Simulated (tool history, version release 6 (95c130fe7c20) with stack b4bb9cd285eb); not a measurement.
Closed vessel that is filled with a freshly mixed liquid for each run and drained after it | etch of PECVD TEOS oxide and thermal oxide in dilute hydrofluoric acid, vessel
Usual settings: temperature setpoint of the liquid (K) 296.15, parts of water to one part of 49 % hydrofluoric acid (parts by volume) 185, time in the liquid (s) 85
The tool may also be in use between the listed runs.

run     day  temperature setpoint of the liquid (K)  parts of water to one part of 49 % hydrofluoric acid (parts by volume)  time in the liquid (s)  read-back film thickness of the PECVD TEOS oxide reference wafer, read on the same gauge (nm)  read-back film thickness of the thermal oxide reference wafer, read on the same gauge (nm)  thickness taken off the PECVD TEOS oxide on a monitor wafer (nm)  thickness taken off the thermal oxide on a monitor wafer (nm)
  1   0.000                                  296.15                                                                     185                      75                                                                                          60.00                                                                                      80.021                                                              6.26                                                          1.528
      0.196  -- thermometer replaced
  2   0.638                                  296.15                                                                     185                      85                                                                                          59.97                                                                                      79.982                                                              6.91                                                          1.640
  3   1.379                                  296.15                                                                     255                      85                                                                                          60.00                                                                                      79.979                                                              4.54                                                          1.120
      1.758  -- gauge calibrated
  4   1.796                                  298.15                                                                     185                      85                                                                                          60.01                                                                                      79.953                                                              7.37                                                          1.809
  5   2.412                                  296.15                                                                     245                      70                                                                                          59.99                                                                                      79.978                                                              4.01                                                          0.963
  6   2.942                                  296.15                                                                     185                      85                                                                                          60.00                                                                                      79.995                                                              6.78                                                          1.632
  7   3.208                                  291.65                                                                     100                     120                                                                                          60.00                                                                                      79.978                                                             16.18                                                          3.877
  8   3.929                                  299.65                                                                     185                      70                                                                                          60.03                                                                                      79.959                                                              6.48                                                          1.539
  9   4.225                                  296.15                                                                     185                     105                                                                                          59.99                                                                                      80.006                                                              8.49                                                          2.033
      4.325  -- thermometer replaced, repeated, since the last time left the tool worse
 10   4.692                                  296.15                                                                     185                      70                                                                                          60.03                                                                                      80.000                                                              6.31                                                          1.542
 11   5.021                                  297.65                                                                     185                      70                                                                                          59.98                                                                                      80.006                                                              6.66                                                          1.630
 12   5.571                                  300.15                                                                     100                      70                                                                                          59.98                                                                                      79.998                                                             14.94                                                          3.592
 13   6.179                                  296.15                                                                     220                      50                                                                                          60.01                                                                                      79.972                                                              3.64                                                          0.869
      6.321  -- hydrofluoric acid flow meter replaced
 14   6.796                                  297.65                                                                     235                      40                                                                                          60.01                                                                                      79.970                                                              2.81                                                          0.695
 15   7.075                                  299.65                                                                     240                     100                                                                                          60.04                                                                                      80.002                                                              7.45                                                          1.758
 16   7.458                                  296.15                                                                     110                      70                                                                                          59.99                                                                                      80.008                                                             11.31                                                          2.771
 17   7.762                                  296.15                                                                     185                      85                                                                                          59.99                                                                                      79.981                                                              7.54                                                          1.860
 18   8.338                                  294.65                                                                     270                      50                                                                                          60.00                                                                                      80.017                                                              2.67                                                          0.632
 19   8.892                                  292.15                                                                     230                      40                                                                                          59.99                                                                                      79.973                                                              2.34                                                          0.569
 20   9.446                                  291.15                                                                     160                     105                                                                                          59.94                                                                                      80.017                                                              9.14                                                          2.201
 21   9.829                                  299.65                                                                     240                     100                                                                                          60.01                                                                                      80.002                                                              7.37                                                          1.833
 22  10.429                                  299.15                                                                     250                     115                                                                                          60.02                                                                                      80.024                                                              7.84                                                          1.949
 23  11.083                                  291.15                                                                     120                      85                                                                                          60.03                                                                                      79.995                                                             10.18                                                          2.497
 24  11.775                                  297.65                                                                     155                      70                                                                                          59.98                                                                                      80.019                                                              8.12                                                          2.035
 25  12.492                                  298.65                                                                     145                      55                                                                                          60.02                                                                                      80.017                                                              7.14                                                          1.759
 26  12.938                                  292.15                                                                     150                      85                                                                                          59.94                                                                                      80.013                                                              8.29                                                          2.020

Hidden state or all else? Some run-to-run changes of thickness taken off the PECVD TEOS oxide on a monitor wafer (nm), split into what the settings, what came in and random variation would give without the hidden state, and what is left for the hidden state (with any gauge scatter that isn't in both results):
The hidden state here: liquid colder than its thermometer reads (K); hydrofluoric acid flow below the setpoint (%); gauge reads high (%).
Run 6 -> 7: temperature setpoint of the liquid (K) 296.15 -> 291.65, parts of water to one part of 49 % hydrofluoric acid (parts by volume) 185 -> 100, time in the liquid (s) 85 -> 120. thickness taken off the PECVD TEOS oxide on a monitor wafer (nm) +9.40: hidden state -1.46, all else +10.86.
Run 7 -> 8: temperature setpoint of the liquid (K) 291.65 -> 299.65, parts of water to one part of 49 % hydrofluoric acid (parts by volume) 100 -> 185, time in the liquid (s) 120 -> 70. thickness taken off the PECVD TEOS oxide on a monitor wafer (nm) -9.70: hidden state +1.53, all else -11.23.
Run 12 -> 13: temperature setpoint of the liquid (K) 300.15 -> 296.15, parts of water to one part of 49 % hydrofluoric acid (parts by volume) 100 -> 220, time in the liquid (s) 70 -> 50. thickness taken off the PECVD TEOS oxide on a monitor wafer (nm) -11.30: hidden state +0.13, all else -11.43.

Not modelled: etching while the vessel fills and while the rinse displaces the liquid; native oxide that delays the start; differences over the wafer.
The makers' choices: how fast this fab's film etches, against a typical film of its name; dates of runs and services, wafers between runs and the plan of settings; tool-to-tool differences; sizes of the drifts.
